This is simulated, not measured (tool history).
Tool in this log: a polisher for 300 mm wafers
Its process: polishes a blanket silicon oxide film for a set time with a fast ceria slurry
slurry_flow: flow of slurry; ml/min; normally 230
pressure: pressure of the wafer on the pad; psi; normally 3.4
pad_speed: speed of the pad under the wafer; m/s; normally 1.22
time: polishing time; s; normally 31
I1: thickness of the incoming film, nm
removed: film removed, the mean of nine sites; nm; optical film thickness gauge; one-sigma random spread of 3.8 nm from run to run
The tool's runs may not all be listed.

Run 1, day 0: usual settings; I1 2069. Result: removed 604.7 nm.
Run 2, day 3.817: usual settings; I1 2100.6. Result: removed 603.6 nm.
Run 3, day 5.829: usual settings; I1 2110.7. Result: removed 604.5 nm.
At day 8.879: slurry nozzle cleaned.
Run 4, day 9.158: usual settings; I1 2098.7. Result: removed 578.1 nm.
At day 10.225: worn pad replaced by a new one.
Run 5, day 13.483: usual settings; I1 2087.8. Result: removed 568.1 nm.
Run 6, day 17.833: usual settings; I1 2095.4. Result: removed 556.1 nm.
Run 7, day 20.546: usual settings but pressure 2.7 psi; I1 2131.6. Result: removed 436.9 nm.
Run 8, day 24.662: usual settings but pressure 2.7 psi; I1 2076.8. Result: removed 426.8 nm.
Run 9, day 27.383: usual settings; I1 2094.8. Result: removed 539.3 nm.
Run 10, day 30.417: usual settings; I1 2085. Result: removed 541.4 nm.
Run 11, day 32.292: usual settings; I1 2122.9. Result: removed 542.4 nm.
At day 33.654: head pressure recalibrated.
Run 12, day 34.067: usual settings; I1 2085.9. Result: removed 537.3 nm.
At day 34.217: slurry nozzle cleaned, repeated, since the last time left the tool worse.
At day 35.646: worn pad replaced by a new one.
Run 13, day 36.925: usual settings; I1 2088.6. Result: removed 611.3 nm.
Run 14, day 41.221: usual settings; I1 2070.7. Result: removed 610.6 nm.
Run 15, day 46.917: usual settings but slurry_flow 210 ml/min, pad_speed 1.06 m/s; I1 2105.1. Result: removed 519.8 nm.
Run 16, day 48.733: usual settings but pad_speed 0.88 m/s, time 36 s; I1 2097.7. Result: removed 500.9 nm.
Run 17, day 51.65: usual settings but pad_speed 1.56 m/s; I1 2117.4. Result: removed 761.6 nm.
Run 18, day 55.258: usual settings; I1 2108. Result: removed 604.2 nm.
At day 56.492: worn pad replaced by a new one.
Run 19, day 58.6: usual settings; I1 2097.4. Result: removed 604.9 nm.
Run 20, day 60.792: usual settings; I1 2081.5. Result: removed 605.9 nm.
At day 61.146: slurry nozzle cleaned.
Run 21, day 62.379: usual settings but slurry_flow 260 ml/min, pressure 4 psi; I1 2117.6. Result: removed 734.3 nm.
Run 22, day 65.317: usual settings; I1 2078.1. Result: removed 611 nm.
Run 23, day 67.592: usual settings but slurry_flow 265 ml/min, pressure 3.7 psi, pad_speed 1.46 m/s, time 38 s; I1 2133.3. Result: removed 996.6 nm.
Run 24, day 70.05: usual settings but slurry_flow 275 ml/min, pad_speed 0.98 m/s, time 39 s; I1 2115.7. Result: removed 624.6 nm.
Run 25, day 72.783: usual settings but pressure 3 psi; I1 2100.4. Result: removed 537.6 nm.
Run 26, day 75.258: usual settings but slurry_flow 175 ml/min; I1 2118.3. Result: removed 564.9 nm.
At day 75.412: head pressure recalibrated.
Run 27, day 78.817: usual settings but pressure 4.4 psi; I1 2068.9. Result: removed 775.8 nm.
Run 28, day 81.771: usual settings but slurry_flow 170 ml/min, pad_speed 1.32 m/s; I1 2105.5. Result: removed 612.7 nm.
At day 83.033: worn pad replaced by a new one.
Run 29, day 85.762: usual settings; I1 2110. Result: removed 595.5 nm.
At day 86.954: slurry nozzle cleaned.
Run 30, day 88.446: usual settings but pressure 3.1 psi; I1 2098.4. Result: removed 565.8 nm.
Run 31, day 90.433: usual settings; I1 2117.1. Result: removed 611.3 nm.
Run 32, day 93.258: usual settings but slurry_flow 205 ml/min, pressure 4.6 psi, pad_speed 1.44 m/s; I1 2090.5. Result: removed 952.5 nm.
Run 33, day 95.912: usual settings but pad_speed 1.04 m/s, time 27 s; I1 2114.2. Result: removed 448.3 nm.
Run 34, day 100.225: usual settings but slurry_flow 270 ml/min, pressure 4.1 psi, time 37 s; I1 2083.2. Result: removed 889 nm.
Run 35, day 102.433: usual settings; I1 2100.7. Result: removed 600.8 nm.
At day 105.779: worn pad replaced by a new one.
Run 36, day 106.921: usual settings; I1 2079.6. Result: removed 601.4 nm.

What would each run have given without the hidden state, its run-to-run variation left as it was?
Unlogged tool condition in this case: removal rate lost through wear of the pad, %; slurry flow missing at the pad, %; deviation of the head's pressure from its setpoint, %.
run  removed
  1    623.2
  2    623.4
  3    624.9
  4    615.5
  5    623.4
  6    624.1
  7    495.3
  8    489.3
  9    621.4
 10    626.3
 11    628.6
 12    623.6
 13    617.7
 14    623.4
 15    536.7
 16    516.6
 17    787.2
 18    625.6
 19      627
 20    628.4
 21    738.9
 22    620.7
 23   1014.9
 24      638
 25    553.6
 26    589.5
 27    803.3
 28    643.9
 29    618.3
 30    570.2
 31    619.7
 32    974.8
 33    459.8
 34    912.7
 35      621
 36    623.3

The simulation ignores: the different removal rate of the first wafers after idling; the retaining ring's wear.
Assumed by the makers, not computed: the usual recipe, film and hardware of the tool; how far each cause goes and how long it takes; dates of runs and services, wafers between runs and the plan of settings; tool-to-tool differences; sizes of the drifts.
